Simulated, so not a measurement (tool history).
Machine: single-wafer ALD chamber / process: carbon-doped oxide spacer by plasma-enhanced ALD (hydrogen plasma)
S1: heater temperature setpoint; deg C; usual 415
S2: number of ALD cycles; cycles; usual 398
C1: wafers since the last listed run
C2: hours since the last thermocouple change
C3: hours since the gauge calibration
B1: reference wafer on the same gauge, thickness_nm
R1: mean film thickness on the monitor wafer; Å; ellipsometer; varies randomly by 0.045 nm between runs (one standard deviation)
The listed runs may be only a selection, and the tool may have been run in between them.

run,hour,S1,S2,C1,C2,C3,B1,R1
1,0.0,415,440,0,318.7,2639.3,14.602,202.67
2,69.5,415,398,78,388.2,2708.8,14.591,183.58
3,338.3,415,398,305,657.0,2977.6,14.596,184.45
4,438.5,405,398,113,757.2,3077.8,14.604,190.07
5,521.4,405,398,94,840.1,3160.7,14.610,190.06
6,624.2,405,398,116,942.9,3263.5,14.597,190.58
7,676.5,415,398,59,995.2,3315.8,14.610,184.34
8,722.8,415,398,52,1041.5,3362.1,14.616,185.22
9,763.3,415,398,46,1082.0,3402.6,14.607,185.22
# hour 827.7: thermocouple changed; heater temperature recalibrated
10,878.6,415,398,121,50.9,3517.9,14.612,182.28
11,933.4,415,398,62,105.7,3572.7,14.607,182.72
# hour 1046.1: gauge calibrated
12,1231.4,424,355,338,403.7,185.3,14.596,158.87
13,1313.1,415,398,92,485.4,267.0,14.599,183.61
14,1383.2,415,398,79,555.5,337.1,14.598,183.65
15,1448.6,415,398,74,620.9,402.5,14.609,184.28
16,1521.7,429,338,83,694.0,475.6,14.601,150.19
17,1598.6,407,466,87,770.9,552.5,14.615,221.08
18,1698.7,415,398,113,871.0,652.6,14.592,185.13
19,1739.6,415,398,46,911.9,693.5,14.595,185.22
# hour 1785.7: thermocouple changed; heater temperature recalibrated
20,2054.0,415,398,348,268.3,1007.9,14.602,182.82
21,2127.8,409,471,83,342.1,1081.7,14.605,220.70
22,2207.6,415,398,90,421.9,1161.5,14.610,184.04
23,2283.2,415,398,85,497.5,1237.1,14.619,184.08
24,2319.7,410,449,41,534.0,1273.6,14.606,211.66
25,2377.4,403,398,65,591.7,1331.3,14.607,190.10
26,2638.2,402,398,296,852.5,1592.1,14.595,190.82
27,2739.1,429,432,114,953.4,1693.0,14.599,192.06
28,2885.7,424,398,166,1100.0,1839.6,14.602,180.33
29,2968.0,403,442,93,1182.3,1921.9,14.601,211.73
30,3011.1,403,364,48,1225.4,1965.0,14.599,173.62
# hour 3044.9: thermocouple changed; heater temperature recalibrated
31,3081.8,415,398,71,36.9,2035.7,14.608,180.94

Each run again, without the hidden state but with its own random variation kept:
The hidden state here: wafer temperature above the value expected at the setpoint (K); gauge reads high (%).
run,R1
1,200.46
2,181.33
3,181.57
4,187.05
5,187.02
6,187.54
7,181.11
8,181.95
9,181.93
10,181.84
11,181.86
12,156.83
13,181.08
14,180.96
15,181.45
16,147.70
17,217.52
18,181.98
19,182.04
20,180.92
21,218.08
22,181.55
23,181.39
24,208.52
25,188.17
26,189.43
27,188.44
28,176.90
29,209.58
30,171.85
31,180.62
